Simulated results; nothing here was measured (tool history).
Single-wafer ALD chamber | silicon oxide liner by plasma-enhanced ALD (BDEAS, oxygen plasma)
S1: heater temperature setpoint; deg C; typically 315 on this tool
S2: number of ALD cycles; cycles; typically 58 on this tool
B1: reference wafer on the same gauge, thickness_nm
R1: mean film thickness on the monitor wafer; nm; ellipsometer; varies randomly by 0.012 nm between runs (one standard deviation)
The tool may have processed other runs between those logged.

run,hour,S1,S2,B1,R1
1,0.0,315,49,5.380,4.206
2,33.1,315,49,5.379,4.209
3,52.5,315,49,5.382,4.189
4,82.2,315,58,5.379,4.981
5,96.4,315,58,5.380,4.975
6,109.7,315,61,5.381,5.260
7,130.0,315,61,5.382,5.248
8,155.8,315,58,5.380,4.992
9,171.4,315,58,5.382,4.967
10,195.7,315,58,5.378,4.984
11,247.6,315,66,5.379,5.678
12,276.5,315,66,5.380,5.667
13,294.8,319,58,5.378,4.918
14,310.4,306,53,5.379,4.618
15,338.9,306,53,5.380,4.615
16,356.1,306,53,5.381,4.607
17,368.8,328,53,5.380,4.478
18,404.5,315,58,5.379,4.994
19,432.8,328,58,5.380,4.876
20,447.8,326,58,5.381,4.902
21,478.3,322,69,5.377,5.886
22,502.3,315,69,5.379,5.932
23,518.0,315,58,5.379,4.984
24,535.4,323,54,5.378,4.596
25,547.9,315,66,5.382,5.652
26,568.5,304,58,5.381,5.057
27,602.1,315,58,5.380,4.988
28,614.8,309,62,5.380,5.378
29,649.5,322,50,5.379,4.241
30,675.9,315,58,5.381,4.973
31,705.8,309,58,5.380,5.029
32,726.0,321,69,5.379,5.869

Taken out of this log: 3 entries between the listed runs. Where each belongs, and how the hidden state differs across it:
Runs 10 to 11: gauge calibrated (hour 219.9); thermocouple changed; heater temperature recalibrated (hour 224.1)
  both runs share identical hidden conditions
Runs 26 to 27: gauge calibrated (hour 574.1)
  both runs share identical hidden conditions

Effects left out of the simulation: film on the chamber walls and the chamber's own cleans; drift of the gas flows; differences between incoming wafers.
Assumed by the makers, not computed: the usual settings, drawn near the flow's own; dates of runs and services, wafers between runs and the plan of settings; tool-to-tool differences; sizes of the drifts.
